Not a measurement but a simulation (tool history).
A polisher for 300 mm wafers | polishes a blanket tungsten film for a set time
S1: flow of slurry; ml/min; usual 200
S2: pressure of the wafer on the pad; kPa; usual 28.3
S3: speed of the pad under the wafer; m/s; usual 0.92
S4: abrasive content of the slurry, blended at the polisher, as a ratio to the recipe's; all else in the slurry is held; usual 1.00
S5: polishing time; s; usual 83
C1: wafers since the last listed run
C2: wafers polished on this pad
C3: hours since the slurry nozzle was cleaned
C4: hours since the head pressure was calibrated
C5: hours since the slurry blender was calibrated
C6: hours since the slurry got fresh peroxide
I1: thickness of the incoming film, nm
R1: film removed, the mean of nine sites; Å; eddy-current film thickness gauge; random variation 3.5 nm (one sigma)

run,hour,S1,S2,S3,S4,S5,C1,C2,C3,C4,C5,C6,I1,R1
1,0.0,200,33.8,0.92,1.00,83,0,201,325.8,858.5,355.3,34.3,1131.5,3846
2,12.7,200,33.8,0.92,1.00,83,167,368,338.5,871.2,368.0,47.0,1132.9,3822
3,19.9,200,28.3,0.92,1.00,83,94,462,345.7,878.4,375.2,54.2,1147.3,3224
4,26.4,200,28.3,0.92,1.00,83,85,548,352.2,884.9,381.7,60.7,1126.9,3197
# hour 37.9: worn pad replaced by a new one
5,38.4,200,28.3,0.92,1.00,83,105,6,364.2,896.9,393.7,72.7,1147.3,3154
6,53.9,200,28.3,0.92,1.00,83,203,210,379.7,912.4,409.2,88.2,1135.3,3181
7,66.3,200,28.3,0.92,1.00,83,163,373,392.1,924.8,421.6,100.6,1116.4,3192
# hour 71.2: slurry tank refilled with fresh slurry and peroxide
8,77.8,200,33.1,0.92,0.90,83,138,511,403.6,936.3,433.1,6.6,1159.1,3597
9,87.3,200,33.1,0.92,0.90,83,124,636,413.1,945.8,442.6,16.1,1127.3,3614
10,94.3,200,28.3,0.92,1.00,83,92,728,420.1,952.8,449.6,23.1,1150.9,3162
# hour 102.6: worn pad replaced by a new one
# hour 107.7: slurry blender recalibrated
11,110.7,245,20.7,0.92,0.75,92,136,80,436.5,969.2,3.0,39.5,1135.1,2345
# hour 123.1: head pressure recalibrated
12,124.1,260,20.0,0.74,1.00,58,149,229,449.9,1.0,16.4,52.9,1143.2,1238
13,138.5,200,28.3,0.92,0.85,83,189,419,464.3,15.4,30.8,67.3,1136.6,2925
# hour 143.5: slurry blender recalibrated, repeated, since the last time left the tool worse
14,146.4,200,36.5,0.92,1.20,83,77,496,472.2,23.3,2.9,75.2,1131.7,4497
# hour 157.7: worn pad replaced by a new one
15,158.2,200,28.3,0.92,1.00,83,102,6,484.0,35.1,14.7,87.0,1149.3,3331
# hour 162.3: slurry nozzle cleaned
# hour 169.5: slurry tank refilled with fresh slurry and peroxide
16,195.0,145,22.1,0.92,1.10,110,457,463,32.7,71.9,51.5,25.5,1140.7,3450
17,208.0,200,33.1,0.92,0.90,83,170,634,45.7,84.9,64.5,38.5,1136.9,3838
# hour 216.8: worn pad replaced by a new one
18,221.4,150,35.2,0.92,1.00,74,123,59,59.1,98.3,77.9,51.9,1148.0,3618
19,228.3,200,28.3,0.92,1.00,83,90,150,66.0,105.2,84.8,58.8,1126.5,3303

5 ways to go on from here, each from the tool as it stands after run 19. What would each give?
A,228.7,200,28.3,0.78,1.00,83,5,155,66.4,105.6,85.2,59.2,1128.2,?
B,228.7,200,28.3,0.92,0.90,83,5,155,66.4,105.6,85.2,59.2,1128.2,?
C,228.7,165,28.3,0.92,1.00,83,5,155,66.4,105.6,85.2,59.2,1128.2,?
D,228.7,200,34.5,1.12,1.10,66,5,155,66.4,105.6,85.2,59.2,1128.2,?
E,228.7,200,28.3,1.00,1.00,83,5,155,66.4,105.6,85.2,59.2,1128.2,?

run,R1
A,2901
B,3283
C,3299
D,3946
E,3607
Without the tool's hidden state the same runs would have given:
run,R1
A,2920
B,3304
C,3321
D,3972
E,3631

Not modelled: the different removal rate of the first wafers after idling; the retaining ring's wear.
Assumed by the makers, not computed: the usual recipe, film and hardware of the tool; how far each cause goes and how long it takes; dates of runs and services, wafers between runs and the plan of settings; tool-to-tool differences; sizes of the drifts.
